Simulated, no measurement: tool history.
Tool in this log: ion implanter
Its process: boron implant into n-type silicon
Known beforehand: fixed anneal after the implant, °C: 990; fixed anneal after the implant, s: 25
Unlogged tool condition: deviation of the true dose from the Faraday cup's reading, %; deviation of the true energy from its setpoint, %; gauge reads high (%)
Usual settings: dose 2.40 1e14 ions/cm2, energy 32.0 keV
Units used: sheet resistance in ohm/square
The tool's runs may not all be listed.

run   hour  dose  energy  wafers since the last listed run  hours since the last dose calibration  hours since the extraction supply was calibrated  hours since the gauge calibration  read-back reference wafer on the same gauge, sheet resistance  sheet resistance
  1    0.0  2.68    32.0                                 0                                  423.2                                            4797.6                              655.4                                                         398.70            356.31
  2   67.1  2.68    32.0                               907                                  490.3                                            4864.7                              722.5                                                         399.77            359.35
  3  134.3  2.40    32.0                               909                                  557.5                                            4931.9                              789.7                                                         399.20            385.73
  4  161.8  2.67    32.0                               372                                  585.0                                            4959.4                              817.2                                                         398.68            360.34
  5  231.5  2.67    32.0                               942                                  654.7                                            5029.1                              886.9                                                         398.87            360.71
  6  256.9  2.96    24.0                               343                                  680.1                                            5054.5                              912.3                                                         398.91            346.39
  7  321.5  2.96    24.0                               873                                  744.7                                            5119.1                              976.9                                                         398.47            343.85
     332.2  -- gauge calibrated
  8  374.9  2.94    34.5                               722                                  798.1                                            5172.5                               42.7                                                         399.40            331.33
  9  417.8  2.94    34.5                               580                                  841.0                                            5215.4                               85.6                                                         398.36            334.01
 10  454.8  1.84    36.0                               500                                  878.0                                            5252.4                              122.6                                                         398.65            469.55
 11  506.2  2.96    24.0                               695                                  929.4                                            5303.8                              174.0                                                         398.27            347.28
 12  567.6  2.40    32.0                               830                                  990.8                                            5365.2                              235.4                                                         399.10            395.35
     610.4  -- Faraday cup replaced and dose calibrated
 13  638.4  2.96    24.0                               849                                   28.0                                            5436.0                              306.2                                                         398.50            337.16
     648.8  -- extraction supply calibrated
 14  682.9  1.98    42.5                               493                                   72.5                                              34.1                              350.7                                                         399.59            421.11
 15  747.7  2.96    24.0                               876                                  137.3                                              98.9                              415.5                                                         398.98            333.38
 16  775.2  2.89    32.0                               372                                  164.8                                             126.4                              443.0                                                         398.74            335.40
 17  803.1  2.96    37.0                               377                                  192.7                                             154.3                              470.9                                                         398.00            325.32
 18  834.6  2.03    24.5                               426                                  224.2                                             185.8                              502.4                                                         398.96            449.65
 19  882.6  1.72    26.0                               649                                  272.2                                             233.8                              550.4                                                         399.27            508.46
 20  912.3  2.40    27.5                               401                                  301.9                                             263.5                              580.1                                                         398.68            391.18
 21  958.9  1.98    23.5                               630                                  348.5                                             310.1                              626.7                                                         398.45            463.92

Hidden state at the last listed run before each entry between runs and at the first one after, where it differs:
Runs 7 to 8: gauge calibrated (hour 332.2)
  deviation of the true dose from the Faraday cup's reading, %: -3.5 -> -3.73
  the result without the hidden state subtracted from the measured one, sheet resistance: +9.39 -> +9.35 ohm/square
Runs 12 to 13: Faraday cup replaced and dose calibrated (hour 610.4)
  deviation of the true dose from the Faraday cup's reading, %: -4.57 -> -0.242
  the result without the hidden state subtracted from the measured one, sheet resistance: +13.52 -> +0.63 ohm/square
Runs 13 to 14: extraction supply calibrated (hour 648.8)
  deviation of the true dose from the Faraday cup's reading, %: -0.242 -> -0.434
  the result without the hidden state subtracted from the measured one, sheet resistance: +0.63 -> +1.29 ohm/square
